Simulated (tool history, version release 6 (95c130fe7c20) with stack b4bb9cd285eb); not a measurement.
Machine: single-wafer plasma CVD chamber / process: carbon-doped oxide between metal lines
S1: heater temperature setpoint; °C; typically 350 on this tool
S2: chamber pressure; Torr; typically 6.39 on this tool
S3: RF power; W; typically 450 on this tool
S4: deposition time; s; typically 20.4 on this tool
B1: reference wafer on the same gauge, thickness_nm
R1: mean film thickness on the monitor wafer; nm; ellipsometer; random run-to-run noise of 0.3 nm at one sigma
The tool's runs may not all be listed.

run	hour	S1	S2	S3	S4	B1	R1
1	0	350	6.39	450	20.4	115.104	89.506
2	6.3	350	6.39	450	20.4	115.13	89.729
3	15.6	350	6.39	450	20.4	115.072	89.748
4	22.8	350	6.39	450	20.4	115.052	89.566
5	31.2	350	6.39	450	17.8	115.055	78.153
6	44.9	350	6.39	450	17.8	115.148	78.008
7	53.8	350	6.39	450	17.8	115.068	78.367
8	63.3	350	6.39	450	20.4	114.992	89.387
9	69.4	350	6.39	450	20.4	115.193	89.099
10	81.4	350	6.39	450	20.4	115.113	89.126
11	94.2	350	6.39	450	22.5	115.091	98.329
12	110.7	350	6.39	450	22.5	115.13	97.943
# hour 128: capacitance manometer re-zeroed and calibrated
13	128.5	350	6.39	450	22.5	115.13	98.249
# hour 169.9: gauge calibrated
# hour 180: showerhead replaced
14	180.5	350	5.75	450	16.6	115.102	72.322
15	185.1	341	7.42	525	21.5	115.043	112.969
16	198.1	350	6.39	450	20.4	115.009	88.75
# hour 212.4: RF generator calibrated
17	212.9	338	5.87	420	19.3	115.054	88.132
18	224.4	350	6.39	450	20.4	115.123	96.501
19	235.6	350	5.75	450	16.6	115.102	77.865
20	250.8	361	5.92	365	18.4	115.141	66.568
# hour 259.1: thermocouple changed; heater temperature recalibrated
21	268.4	350	6.39	370	22.5	115.147	85.83
22	285.6	342	7.65	530	17.7	115.213	99.622
23	293.1	350	7.11	425	20.4	115.188	91.181
24	302.7	343	6.39	450	23.4	115.071	111.59
25	317.2	346	6.39	490	20.4	115.102	104.738
26	323.6	350	6.39	415	22.4	115.084	96.198
27	336.5	350	6.39	450	20.4	115.033	95.074

5 ways to go on from here, each from the tool as it stands after run 27. What would each give?
A	336.9	363	6.39	450	20.4	?	?
B	336.9	357	6.39	390	18.5	?	?
C	336.9	339	7.49	450	20.4	?	?
D	336.9	342	5.57	450	18.5	?	?
E	336.9	354	6.39	485	20.4	?	?

run	B1	R1
A	115.101	91.486
B	115.101	72.641
C	115.101	99.924
D	115.101	87.422
E	115.101	100.699
Stripped of hidden state, with their random variation kept, the same runs would have yielded:
run	R1
A	94.042
B	74.752
C	102.716
D	89.865
E	103.126
